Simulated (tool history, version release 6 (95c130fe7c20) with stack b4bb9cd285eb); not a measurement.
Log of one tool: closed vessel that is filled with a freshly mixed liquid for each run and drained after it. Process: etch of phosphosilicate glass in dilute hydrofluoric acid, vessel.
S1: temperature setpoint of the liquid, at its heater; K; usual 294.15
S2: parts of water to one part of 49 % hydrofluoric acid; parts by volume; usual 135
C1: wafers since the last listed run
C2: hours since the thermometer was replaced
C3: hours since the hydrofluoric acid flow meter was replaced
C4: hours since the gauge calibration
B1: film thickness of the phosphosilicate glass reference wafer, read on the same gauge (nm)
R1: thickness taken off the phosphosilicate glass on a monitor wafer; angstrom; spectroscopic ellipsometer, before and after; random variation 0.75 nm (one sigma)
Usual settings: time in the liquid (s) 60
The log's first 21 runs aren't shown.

Run 22, day 24.967: usual settings; C1 2025; C2 66.8; C3 364.7; C4 315.9; B1 40.02. Result: R1 810.3 angstrom.
Run 23, day 25.571: usual settings but S1 290.65 K; C1 1072; C2 81.3; C3 379.2; C4 330.4; B1 39.99. Result: R1 700.7 angstrom.
Run 24, day 26.083: usual settings; C1 909; C2 93.6; C3 391.5; C4 342.7; B1 40.03. Result: R1 796.9 angstrom.
Run 25, day 27.179: usual settings but S1 296.15 K, time in the liquid (s) 70; C1 1944; C2 119.9; C3 417.8; C4 369.0; B1 40.01. Result: R1 1007.2 angstrom.
Run 26, day 27.821: usual settings but S2 70 parts by volume, time in the liquid (s) 35; C1 1138; C2 135.3; C3 433.2; C4 384.4; B1 39.99. Result: R1 968.5 angstrom.
Run 27, day 28.546: usual settings; C1 1286; C2 152.7; C3 450.6; C4 401.8; B1 39.99. Result: R1 805.2 angstrom.
Run 28, day 29.533: usual settings; C1 1752; C2 176.4; C3 474.3; C4 425.5; B1 40.01. Result: R1 810.5 angstrom.
Run 29, day 30.238: usual settings but S1 291.15 K, S2 175 parts by volume; C1 1249; C2 193.3; C3 491.2; C4 442.4; B1 39.98. Result: R1 516.7 angstrom.
At day 31.062: gauge calibrated.
Run 30, day 31.608: usual settings; C1 2432; C2 226.2; C3 524.1; C4 13.1; B1 40.02. Result: R1 799.9 angstrom.
Run 31, day 32.504: usual settings but S1 296.15 K, time in the liquid (s) 70; C1 1589; C2 247.7; C3 545.6; C4 34.6; B1 39.98. Result: R1 1006.2 angstrom.
Run 32, day 33.725: usual settings but S2 200 parts by volume, time in the liquid (s) 35; C1 2166; C2 277.0; C3 574.9; C4 63.9; B1 40.01. Result: R1 290.3 angstrom.

4 ways to go on from here, each from the tool as it stands after run 32. What would each give?
Run A, day 33.754: usual settings but S1 296.15 K; C1 51; C2 277.7; C3 575.6; C4 64.6; B1 ?. Result: R1 ?.
Run B, day 33.754: usual settings but S1 296.65 K, S2 170 parts by volume, time in the liquid (s) 40; C1 51; C2 277.7; C3 575.6; C4 64.6; B1 ?. Result: R1 ?.
Run C, day 33.754: usual settings but S2 170 parts by volume, time in the liquid (s) 30; C1 51; C2 277.7; C3 575.6; C4 64.6; B1 ?. Result: R1 ?.
Run D, day 33.754: usual settings but S1 290.15 K; C1 51; C2 277.7; C3 575.6; C4 64.6; B1 ?. Result: R1 ?.

run     B1     R1
  A  40.00  868.3
  B  40.00  451.0
  C  40.00  307.0
  D  40.00  680.9
Without the tool's hidden state the same runs would have given:
run     R1
  A  899.5
  B  466.8
  C  318.0
  D  706.8
